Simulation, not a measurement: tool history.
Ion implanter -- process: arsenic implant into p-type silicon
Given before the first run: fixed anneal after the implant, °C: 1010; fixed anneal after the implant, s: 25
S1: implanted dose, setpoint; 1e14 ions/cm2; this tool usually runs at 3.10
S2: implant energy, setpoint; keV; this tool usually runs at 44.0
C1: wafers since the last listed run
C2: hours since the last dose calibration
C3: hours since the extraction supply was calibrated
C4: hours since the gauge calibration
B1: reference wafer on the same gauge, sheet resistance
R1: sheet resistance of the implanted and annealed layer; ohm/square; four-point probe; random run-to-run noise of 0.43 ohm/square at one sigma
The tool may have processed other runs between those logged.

Run 1, day 0.000: usual settings but S1 3.73 1e14 ions/cm2; C1 0; C2 1398.4; C3 5952.7; C4 117.7; B1 290.03. Result: R1 239.85 ohm/square.
Run 2, day 0.658: usual settings; C1 201; C2 1414.2; C3 5968.5; C4 133.5; B1 289.96. Result: R1 277.09 ohm/square.
Run 3, day 1.262: usual settings; C1 184; C2 1428.7; C3 5983.0; C4 148.0; B1 290.00. Result: R1 277.65 ohm/square.
Run 4, day 2.329: usual settings; C1 326; C2 1454.3; C3 6008.6; C4 173.6; B1 289.93. Result: R1 276.48 ohm/square.
Run 5, day 3.075: usual settings but S1 3.67 1e14 ions/cm2, S2 34.0 keV; C1 228; C2 1472.2; C3 6026.5; C4 191.5; B1 290.09. Result: R1 252.80 ohm/square.
Run 6, day 3.692: usual settings but S1 3.67 1e14 ions/cm2, S2 34.0 keV; C1 188; C2 1487.0; C3 6041.3; C4 206.3; B1 290.01. Result: R1 252.54 ohm/square.
At day 3.767: gauge calibrated.
Run 7, day 4.171: usual settings but S1 3.67 1e14 ions/cm2, S2 34.0 keV; C1 146; C2 1498.5; C3 6052.8; C4 9.7; B1 290.04. Result: R1 253.20 ohm/square.
Run 8, day 4.829: usual settings; C1 201; C2 1514.3; C3 6068.6; C4 25.5; B1 290.01. Result: R1 275.98 ohm/square.
Run 9, day 5.188: usual settings; C1 109; C2 1522.9; C3 6077.2; C4 34.1; B1 289.89. Result: R1 275.91 ohm/square.
Run 10, day 5.696: usual settings; C1 155; C2 1535.1; C3 6089.4; C4 46.3; B1 290.04. Result: R1 275.92 ohm/square.
Run 11, day 6.258: usual settings but S1 2.18 1e14 ions/cm2, S2 59.5 keV; C1 172; C2 1548.6; C3 6102.9; C4 59.8; B1 289.93. Result: R1 342.37 ohm/square.
Run 12, day 6.608: usual settings but S1 2.74 1e14 ions/cm2, S2 53.0 keV; C1 107; C2 1557.0; C3 6111.3; C4 68.2; B1 289.99. Result: R1 294.25 ohm/square.
At day 7.467: Faraday cup replaced and dose calibrated.
Run 13, day 7.488: usual settings but S1 2.28 1e14 ions/cm2, S2 28.5 keV; C1 167; C2 0.5; C3 6132.4; C4 89.3; B1 290.01. Result: R1 380.33 ohm/square.
Run 14, day 7.629: usual settings but S1 3.41 1e14 ions/cm2, S2 35.0 keV; C1 43; C2 3.9; C3 6135.8; C4 92.7; B1 290.03. Result: R1 273.24 ohm/square.
Run 15, day 8.312: usual settings; C1 209; C2 20.3; C3 6152.2; C4 109.1; B1 289.99. Result: R1 284.01 ohm/square.
At day 8.788: extraction supply calibrated.
Run 16, day 8.808: usual settings; C1 49; C2 32.2; C3 0.5; C4 121.0; B1 289.97. Result: R1 284.87 ohm/square.
Run 17, day 9.050: usual settings but S1 2.69 1e14 ions/cm2, S2 38.5 keV; C1 73; C2 38.0; C3 6.3; C4 126.8; B1 289.99. Result: R1 321.13 ohm/square.
Run 18, day 9.621: usual settings but S1 2.57 1e14 ions/cm2, S2 51.0 keV; C1 174; C2 51.7; C3 20.0; C4 140.5; B1 290.06. Result: R1 318.65 ohm/square.
Run 19, day 10.017: usual settings; C1 121; C2 61.2; C3 29.5; C4 150.0; B1 289.95. Result: R1 284.48 ohm/square.
Run 20, day 10.588: usual settings but S1 2.36 1e14 ions/cm2, S2 51.5 keV; C1 174; C2 74.9; C3 43.2; C4 163.7; B1 289.91. Result: R1 338.91 ohm/square.
Run 21, day 11.000: usual settings but S1 2.80 1e14 ions/cm2, S2 36.5 keV; C1 126; C2 84.8; C3 53.1; C4 173.6; B1 289.98. Result: R1 313.82 ohm/square.

Predict each of these 5 candidate next runs independently; none follows another, all start after run 21:
Run A, day 11.017: usual settings; C1 5; C2 85.2; C3 53.5; C4 174.0; B1 ?. Result: R1 ?.
Run B, day 11.017: usual settings but S1 2.84 1e14 ions/cm2, S2 56.5 keV; C1 5; C2 85.2; C3 53.5; C4 174.0; B1 ?. Result: R1 ?.
Run C, day 11.017: usual settings but S1 3.56 1e14 ions/cm2, S2 56.0 keV; C1 5; C2 85.2; C3 53.5; C4 174.0; B1 ?. Result: R1 ?.
Run D, day 11.017: usual settings but S1 3.35 1e14 ions/cm2; C1 5; C2 85.2; C3 53.5; C4 174.0; B1 ?. Result: R1 ?.
Run E, day 11.017: usual settings but S2 35.5 keV; C1 5; C2 85.2; C3 53.5; C4 174.0; B1 ?. Result: R1 ?.

run      B1      R1
  A  289.89  283.53
  B  289.89  292.01
  C  289.89  247.06
  D  289.89  267.43
  E  289.89  292.35
Without the tool's hidden state the same runs would have given:
run      R1
  A  284.63
  B  293.12
  C  248.02
  D  268.48
  E  293.49

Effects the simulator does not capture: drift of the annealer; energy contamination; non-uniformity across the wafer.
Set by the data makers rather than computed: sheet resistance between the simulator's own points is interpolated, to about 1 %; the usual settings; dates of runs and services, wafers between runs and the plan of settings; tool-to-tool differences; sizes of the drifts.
